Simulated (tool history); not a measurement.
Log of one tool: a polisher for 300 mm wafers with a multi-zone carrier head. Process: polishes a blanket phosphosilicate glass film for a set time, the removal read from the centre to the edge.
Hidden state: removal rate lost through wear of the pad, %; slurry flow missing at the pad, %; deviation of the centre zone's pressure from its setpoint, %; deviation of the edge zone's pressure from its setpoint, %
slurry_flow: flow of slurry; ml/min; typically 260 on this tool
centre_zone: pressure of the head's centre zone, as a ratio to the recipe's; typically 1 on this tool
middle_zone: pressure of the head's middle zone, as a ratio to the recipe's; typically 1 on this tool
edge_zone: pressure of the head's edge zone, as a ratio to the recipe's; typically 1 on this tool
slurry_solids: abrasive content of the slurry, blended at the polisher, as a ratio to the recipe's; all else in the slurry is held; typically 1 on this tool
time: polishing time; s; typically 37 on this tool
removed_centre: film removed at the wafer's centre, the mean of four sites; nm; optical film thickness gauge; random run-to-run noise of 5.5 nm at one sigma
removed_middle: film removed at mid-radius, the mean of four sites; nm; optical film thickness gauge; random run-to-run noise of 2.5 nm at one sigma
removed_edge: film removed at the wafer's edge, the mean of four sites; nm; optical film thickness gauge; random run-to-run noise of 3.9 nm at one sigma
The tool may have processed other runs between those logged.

run    hour  slurry_flow  centre_zone  middle_zone  edge_zone  slurry_solids  time  wafers since the last listed run  wafers polished on this pad  hours since the slurry nozzle was cleaned  hours since the centre zone pressure was calibrated  hours since the edge zone pressure was calibrated  hours since the carrier head's membrane was replaced  incoming thickness of the incoming film, nm  removed_centre  removed_middle  removed_edge
  1       0          260            1            1          1              1    37                                 0                           59                                      546.8                                                  508                                              429.8                                                   497                                       2296.2           384.4           377.9           390
       38.4  -- slurry nozzle cleaned
  2    76.9          260            1            1          1              1    37                               677                          737                                       38.5                                                584.9                                              506.7                                                 573.9                                       2267.3           397.3           394.6         404.7
  3   175.7          260            1            1          1              1    37                               881                         1618                                      137.3                                                683.7                                              605.5                                                 672.7                                         2296           394.4           385.4           397
  4   233.1          260            1            1          1              1    37                               512                         2131                                      194.7                                                741.1                                              662.9                                                 730.1                                       2271.1           400.9           388.5         393.9
      263.1  -- worn pad replaced by a new one
        270  -- edge zone pressure recalibrated
  5   305.4          260            1            1          1              1    37                               591                          359                                        267                                                813.4                                               35.4                                                 802.4                                         2250           395.3           385.7         394.8
  6   359.9          260            1            1          1              1    37                               486                          846                                      321.5                                                867.9                                               89.9                                                 856.9                                       2247.5           395.3           386.2         398.3
      451.4  -- centre zone pressure recalibrated
  7   461.5          260            1            1          1              1    37                               888                         1734                                      423.1                                                 10.1                                              191.5                                                 958.5                                       2289.7           393.3             383         393.8
      501.7  -- slurry nozzle cleaned
  8   535.6          260            1            1          1              1    37                               652                         2387                                       33.9                                                 84.2                                              265.6                                                1032.6                                       2255.1           380.7           366.6           376
        541  -- worn pad replaced by a new one
  9   630.5          260            1            1       1.04              1    37                               811                          798                                      128.8                                                179.1                                              360.5                                                1127.5                                       2239.1           380.4           363.9           388
 10   686.2          260            1            1       1.04              1    37                               497                         1295                                      184.5                                                234.8                                              416.2                                                1183.2                                       2242.6           369.8           364.6         385.3
 11   725.5          260         1.09          0.9       1.08            0.8    37                               350                         1646                                      223.8                                                274.1                                              455.5                                                1222.5                                       2258.8           369.1           298.5         359.1
 12   764.8          260         0.93          0.9          1            0.8    43                               350                         1997                                      263.1                                                313.4                                              494.8                                                1261.8                                       2266.3           358.8           347.8         404.9
      800.8  -- worn pad replaced by a new one
      814.7  -- slurry nozzle cleaned, repeated, since the last time left the tool worse
      890.1  -- carrier head's membrane replaced by a new one
      907.6  -- edge zone pressure recalibrated
 13   955.2          260            1         1.09          1              1    37                              1591                         1306                                      140.5                                                503.8                                               47.6                                                  65.1                                       2238.9           397.5           420.6         394.6
 14    1003          260            1            1          1              1    37                               426                         1733                                      188.3                                                551.6                                               95.4                                                 112.9                                       2237.2           389.5           386.8         400.7
     1053.6  -- worn pad replaced by a new one
 15  1068.9          330         0.89            1       0.92              1    26                               552                          136                                      254.2                                                617.5                                              161.3                                                 178.8                                       2206.1           253.1           278.3         272.3
 16  1122.6          225            1            1          1              1    37                               479                          615                                      307.9                                                671.2                                                215                                                 232.5                                       2241.1           388.6           379.3         388.5
 17  1188.7          345            1            1          1              1    37                               589                         1205                                        374                                                737.3                                              281.1                                                 298.6                                       2268.5           403.9           390.5           399
 18  1248.6          260            1            1       1.04              1    37                               534                         1740                                      433.9                                                797.2                                                341                                                 358.5                                       2252.9           387.1           377.1         401.6
 19  1291.1          320            1            1          1              1    44                               379                         2119                                      476.4                                                839.7                                              383.5                                                   401                                       2227.9           475.4           463.8         472.6

Forecast run 20:
     1297.9  -- worn pad replaced by a new one
     1334.7  -- slurry nozzle cleaned
 20  1393.4          260            1            1          1              1    37                               868                          842                                       58.7                                                  942                                              485.8                                                 503.3                                       2235.4               ?               ?             ?

{"run 20": {"removed_centre": 396.7, "removed_middle": 385.7, "removed_edge": 400.7}}
Without the tool's hidden state the same run would have given removed_centre 397.9 nm, removed_middle 386.8 nm, removed_edge 401.6 nm.
